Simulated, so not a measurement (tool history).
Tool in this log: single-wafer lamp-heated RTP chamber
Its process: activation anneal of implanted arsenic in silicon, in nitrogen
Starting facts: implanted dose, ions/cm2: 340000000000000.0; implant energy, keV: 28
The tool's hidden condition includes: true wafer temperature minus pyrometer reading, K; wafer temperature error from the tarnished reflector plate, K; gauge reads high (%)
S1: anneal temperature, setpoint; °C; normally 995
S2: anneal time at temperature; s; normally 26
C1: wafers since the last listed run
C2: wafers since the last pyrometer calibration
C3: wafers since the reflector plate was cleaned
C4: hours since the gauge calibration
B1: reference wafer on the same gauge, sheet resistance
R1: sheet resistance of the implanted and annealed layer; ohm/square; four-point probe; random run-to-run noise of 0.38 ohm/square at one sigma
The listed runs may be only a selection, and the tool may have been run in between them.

| run | hour | S1 | S2 | C1 | C2 | C3 | C4 | B1 | R1 |
|---|---|---|---|---|---|---|---|---|---|
| 1 | 0.0 | 995 | 26 | 0 | 1466 | 6532 | 675.3 | 255.93 | 258.97 |
| 2 | 22.6 | 995 | 31 | 209 | 1675 | 6742 | 697.9 | 255.89 | 257.99 |
| 3 | 39.0 | 995 | 31 | 152 | 1828 | 6894 | 714.3 | 256.01 | 258.34 |
| 4 | 74.1 | 995 | 26 | 325 | 2153 | 7220 | 749.4 | 256.15 | 259.08 |
| 5 | 106.4 | 995 | 26 | 299 | 2453 | 7519 | 781.7 | 256.11 | 258.53 |
| 6 | 134.2 | 995 | 26 | 258 | 2711 | 7778 | 809.5 | 256.42 | 259.03 |
|  | 143.3 | pyrometer window cleaned and pyrometer calibrated |
| 7 | 149.7 | 1007 | 26 | 69 | 59 | 7847 | 825.0 | 256.46 | 258.41 |
| 8 | 178.1 | 1007 | 26 | 263 | 322 | 8111 | 853.4 | 256.42 | 258.03 |
| 9 | 203.5 | 995 | 30 | 235 | 558 | 8347 | 878.8 | 256.72 | 258.82 |
| 10 | 224.0 | 995 | 23 | 190 | 748 | 8537 | 899.3 | 256.86 | 260.43 |
| 11 | 237.7 | 995 | 23 | 127 | 875 | 8664 | 913.0 | 256.79 | 261.04 |
| 12 | 270.7 | 995 | 23 | 306 | 1182 | 8970 | 946.0 | 256.82 | 261.11 |
| 13 | 285.9 | 995 | 26 | 141 | 1323 | 9111 | 961.2 | 257.00 | 260.52 |
| 14 | 314.4 | 995 | 26 | 264 | 1587 | 9376 | 989.7 | 257.29 | 259.73 |
| 15 | 328.2 | 995 | 26 | 128 | 1715 | 9504 | 1003.5 | 257.41 | 259.83 |
| 16 | 344.5 | 1004 | 16 | 151 | 1867 | 9655 | 1019.8 | 257.38 | 261.27 |
|  | 374.8 | gauge calibrated |
| 17 | 427.5 | 972 | 35 | 770 | 2637 | 10426 | 52.7 | 252.48 | 256.33 |
| 18 | 457.7 | 1017 | 41 | 280 | 2917 | 10706 | 82.9 | 252.48 | 251.18 |
|  | 469.3 | pyrometer window cleaned and pyrometer calibrated |
| 19 | 469.9 | 1014 | 32 | 38 | 5 | 10745 | 95.1 | 252.55 | 253.02 |
| 20 | 486.1 | 1003 | 11 | 150 | 155 | 10895 | 111.3 | 252.69 | 258.50 |
| 21 | 512.8 | 987 | 35 | 247 | 403 | 11143 | 138.0 | 252.95 | 255.17 |
|  | 529.6 | reflector plate cleaned |
| 22 | 538.5 | 970 | 16 | 164 | 567 | 82 | 163.7 | 253.00 | 259.16 |
| 23 | 567.5 | 1006 | 26 | 269 | 836 | 351 | 192.7 | 252.93 | 255.58 |
| 24 | 597.0 | 995 | 35 | 273 | 1110 | 625 | 222.2 | 253.26 | 254.66 |
| 25 | 620.7 | 970 | 34 | 219 | 1330 | 845 | 245.9 | 253.27 | 256.93 |
| 26 | 653.7 | 995 | 26 | 306 | 1636 | 1152 | 278.9 | 253.50 | 256.77 |
| 27 | 667.0 | 1018 | 18 | 123 | 1760 | 1275 | 292.2 | 253.43 | 255.45 |
| 28 | 702.2 | 981 | 19 | 326 | 2087 | 1602 | 327.4 | 253.78 | 258.67 |
| 29 | 735.7 | 995 | 26 | 310 | 2398 | 1913 | 360.9 | 253.85 | 256.38 |
| 30 | 768.3 | 981 | 38 | 302 | 2700 | 2215 | 393.5 | 254.08 | 256.92 |
| 31 | 782.8 | 1017 | 33 | 134 | 2835 | 2350 | 408.0 | 253.93 | 253.94 |
|  | 799.3 | pyrometer window cleaned and pyrometer calibrated |
| 32 | 806.2 | 995 | 26 | 142 | 63 | 2493 | 431.4 | 254.14 | 257.09 |
| 33 | 824.1 | 965 | 26 | 166 | 229 | 2659 | 449.3 | 254.18 | 259.28 |
| 34 | 841.4 | 974 | 19 | 160 | 390 | 2820 | 466.6 | 254.36 | 259.18 |
| 35 | 871.0 | 976 | 17 | 274 | 665 | 3094 | 496.2 | 254.55 | 260.96 |
| 36 | 897.2 | 973 | 26 | 243 | 908 | 3338 | 522.4 | 254.63 | 259.24 |
| 37 | 912.2 | 967 | 11 | 139 | 1047 | 3477 | 537.4 | 254.84 | 261.68 |
| 38 | 928.3 | 969 | 26 | 149 | 1197 | 3626 | 553.5 | 254.86 | 259.71 |

For each entry between runs, how does the tool's hidden state at the last listed run before it compare with that at the first listed run after it?
After run 6, before run 7: pyrometer window cleaned and pyrometer calibrated (hour 143.3)
  gauge reads high (%): 1.74 -> 1.77
  measured less the result without the state, R1: +4.43 -> +4.50 ohm/square
After run 16, before run 17: gauge calibrated (hour 374.8)
  gauge reads high (%): 2.13 -> 0.181
  measured less the result without the state, R1: +5.45 -> +0.47 ohm/square
After run 18, before run 19: pyrometer window cleaned and pyrometer calibrated (hour 469.3)
  gauge reads high (%): 0.237 -> 0.26
  measured less the result without the state, R1: +0.59 -> +0.66 ohm/square
After run 21, before run 22: reflector plate cleaned (hour 529.6)
  gauge reads high (%): 0.339 -> 0.387
  measured less the result without the state, R1: +0.87 -> +1.00 ohm/square
After run 31, before run 32: pyrometer window cleaned and pyrometer calibrated (hour 799.3)
  gauge reads high (%): 0.839 -> 0.883
  measured less the result without the state, R1: +2.11 -> +2.25 ohm/square
